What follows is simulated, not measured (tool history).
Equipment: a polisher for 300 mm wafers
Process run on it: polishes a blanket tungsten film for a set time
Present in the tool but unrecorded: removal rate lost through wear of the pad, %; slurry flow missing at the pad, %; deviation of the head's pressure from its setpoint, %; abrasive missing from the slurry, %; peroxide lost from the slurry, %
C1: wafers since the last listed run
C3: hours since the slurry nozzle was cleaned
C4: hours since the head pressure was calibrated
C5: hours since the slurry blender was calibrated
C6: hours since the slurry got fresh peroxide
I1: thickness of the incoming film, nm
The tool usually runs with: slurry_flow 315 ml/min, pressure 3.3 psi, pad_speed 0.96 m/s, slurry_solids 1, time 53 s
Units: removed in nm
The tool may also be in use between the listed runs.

Run 1, day 0: usual settings; C1 0; wafers polished on this pad 272; C3 196.7; C4 643.8; C5 82.3; C6 251.7; I1 1293.7. Result: removed 209.5 nm.
At day 2.762: slurry tank refilled with fresh slurry and peroxide.
Run 2, day 2.817: usual settings but slurry_solids 0.9; C1 441; wafers polished on this pad 713; C3 264.3; C4 711.4; C5 149.9; C6 1.3; I1 1266.4. Result: removed 209.2 nm.
Run 3, day 4.821: usual settings but slurry_solids 0.9; C1 318; wafers polished on this pad 1032; C3 312.4; C4 759.5; C5 198; C6 49.4; I1 1260. Result: removed 204.8 nm.
Run 4, day 7.462: usual settings; C1 420; wafers polished on this pad 1452; C3 375.8; C4 822.9; C5 261.4; C6 112.8; I1 1285.4. Result: removed 211.4 nm.
At day 8.258: slurry nozzle cleaned.
At day 9.912: slurry blender recalibrated.
Run 5, day 9.958: usual settings but pad_speed 1.2 m/s, slurry_solids 0.85; C1 376; wafers polished on this pad 1829; C3 40.8; C4 882.8; C5 1.1; C6 172.7; I1 1270.2. Result: removed 241.3 nm.
At day 10.679: worn pad replaced by a new one.
Run 6, day 12.358: usual settings but pad_speed 1.2 m/s, slurry_solids 0.85; C1 355; wafers polished on this pad 267; C3 98.4; C4 940.4; C5 58.7; C6 230.3; I1 1260.1. Result: removed 237.2 nm.
At day 13.838: slurry tank refilled with fresh slurry and peroxide.
Run 7, day 14.417: usual settings; C1 320; wafers polished on this pad 587; C3 147.8; C4 989.8; C5 108.1; C6 13.9; I1 1252.9. Result: removed 212.7 nm.
Run 8, day 16.546: usual settings; C1 338; wafers polished on this pad 926; C3 198.9; C4 1040.9; C5 159.2; C6 65; I1 1253.2. Result: removed 211 nm.
At day 16.8: head pressure recalibrated.
Run 9, day 18.704: usual settings; C1 329; wafers polished on this pad 1256; C3 250.7; C4 45.7; C5 211; C6 116.8; I1 1260.3. Result: removed 230.5 nm.
Run 10, day 21.4: usual settings; C1 428; wafers polished on this pad 1684; C3 315.4; C4 110.4; C5 275.7; C6 181.5; I1 1269.4. Result: removed 227.4 nm.
At day 21.975: slurry blender recalibrated.
Run 11, day 22.95: usual settings; C1 233; wafers polished on this pad 1918; C3 352.6; C4 147.6; C5 23.4; C6 218.7; I1 1273.3. Result: removed 226 nm.
At day 23.662: worn pad replaced by a new one.
At day 24.046: slurry nozzle cleaned.
Run 12, day 25.008: usual settings; C1 294; wafers polished on this pad 207; C3 23.1; C4 197; C5 72.8; C6 268.1; I1 1261. Result: removed 221 nm.
Run 13, day 26.183: usual settings; C1 186; wafers polished on this pad 394; C3 51.3; C4 225.2; C5 101; C6 296.3; I1 1291. Result: removed 221.3 nm.
At day 27.212: slurry tank refilled with fresh slurry and peroxide.
Run 14, day 29: usual settings; C1 441; wafers polished on this pad 835; C3 118.9; C4 292.8; C5 168.6; C6 42.9; I1 1280.2. Result: removed 229.8 nm.
Run 15, day 30.783: usual settings but pressure 2.2 psi, time 64 s; C1 283; wafers polished on this pad 1118; C3 161.7; C4 335.6; C5 211.4; C6 85.7; I1 1261.7. Result: removed 182.7 nm.
Run 16, day 32.329: usual settings but slurry_flow 370 ml/min; C1 245; wafers polished on this pad 1364; C3 198.8; C4 372.7; C5 248.5; C6 122.8; I1 1274.9. Result: removed 221.2 nm.
Run 17, day 33.912: usual settings but pad_speed 1.2 m/s, slurry_solids 0.7; C1 251; wafers polished on this pad 1616; C3 236.8; C4 410.7; C5 286.5; C6 160.8; I1 1280.6. Result: removed 237.4 nm.
At day 35.533: slurry blender recalibrated.
Run 18, day 36.254: usual settings but slurry_flow 370 ml/min, slurry_solids 1.15; C1 359; wafers polished on this pad 1975; C3 293; C4 466.9; C5 17.3; C6 217; I1 1266. Result: removed 226.6 nm.
At day 36.671: worn pad replaced by a new one.
At day 38.371: slurry tank refilled with fresh slurry and peroxide.
Run 19, day 38.817: usual settings but slurry_flow 220 ml/min, pressure 2.9 psi, time 70 s; C1 374; wafers polished on this pad 334; C3 354.5; C4 528.4; C5 78.8; C6 10.7; I1 1277.7. Result: removed 251.9 nm.
Run 20, day 40.117: usual settings but slurry_flow 370 ml/min, slurry_solids 1.15; C1 206; wafers polished on this pad 541; C3 385.7; C4 559.6; C5 110; C6 41.9; I1 1267.1. Result: removed 237.4 nm.
At day 41.488: slurry nozzle cleaned.
Run 21, day 43.021: usual settings but pressure 3.6 psi, slurry_solids 1.1; C1 455; wafers polished on this pad 996; C3 36.8; C4 629.3; C5 179.7; C6 111.6; I1 1251.8. Result: removed 245.4 nm.
Run 22, day 45.383: usual settings; C1 375; wafers polished on this pad 1372; C3 93.5; C4 686; C5 236.4; C6 168.3; I1 1289.6. Result: removed 216.3 nm.
Run 23, day 47.742: usual settings but pressure 2.4 psi, time 42 s; C1 374; wafers polished on this pad 1747; C3 150.1; C4 742.6; C5 293; C6 224.9; I1 1265.9. Result: removed 119.8 nm.
At day 49.158: slurry blender recalibrated.
At day 49.558: worn pad replaced by a new one.
At day 49.588: slurry tank refilled with fresh slurry and peroxide.
Run 24, day 49.608: usual settings but slurry_flow 360 ml/min, pressure 2.7 psi, slurry_solids 0.75, time 43 s; C1 252; wafers polished on this pad 3; C3 194.9; C4 787.4; C5 10.8; C6 0.5; I1 1277.6. Result: removed 129.4 nm.
Run 25, day 54.817: usual settings but pressure 2.7 psi, slurry_solids 1.3; C1 828; wafers polished on this pad 831; C3 319.9; C4 912.4; C5 135.8; C6 125.5; I1 1279.5. Result: removed 193.4 nm.
Run 26, day 56.917: usual settings but pressure 3.9 psi, slurry_solids 0.7, time 36 s; C1 333; wafers polished on this pad 1165; C3 370.3; C4 962.8; C5 186.2; C6 175.9; I1 1285.7. Result: removed 148.1 nm.

Alternative continuations, all from the tool just after run 26; predict every row:
Run A, day 56.933: usual settings; C1 2; wafers polished on this pad 1168; C3 370.7; C4 963.2; C5 186.6; C6 176.3; I1 1283.9. Result: removed ?.
Run B, day 56.933: usual settings but pad_speed 0.82 m/s, time 35 s; C1 2; wafers polished on this pad 1168; C3 370.7; C4 963.2; C5 186.6; C6 176.3; I1 1283.9. Result: removed ?.
Run C, day 56.933: usual settings but time 65 s; C1 2; wafers polished on this pad 1168; C3 370.7; C4 963.2; C5 186.6; C6 176.3; I1 1283.9. Result: removed ?.
Run D, day 56.933: usual settings but pad_speed 0.66 m/s, time 41 s; C1 2; wafers polished on this pad 1168; C3 370.7; C4 963.2; C5 186.6; C6 176.3; I1 1283.9. Result: removed ?.

run  removed
  A    209.1
  B      118
  C    256.5
  D    111.2
Had the tool no hidden state, the same runs would have come out as:
run  removed
  A    230.3
  B    129.9
  C    282.5
  D    122.5

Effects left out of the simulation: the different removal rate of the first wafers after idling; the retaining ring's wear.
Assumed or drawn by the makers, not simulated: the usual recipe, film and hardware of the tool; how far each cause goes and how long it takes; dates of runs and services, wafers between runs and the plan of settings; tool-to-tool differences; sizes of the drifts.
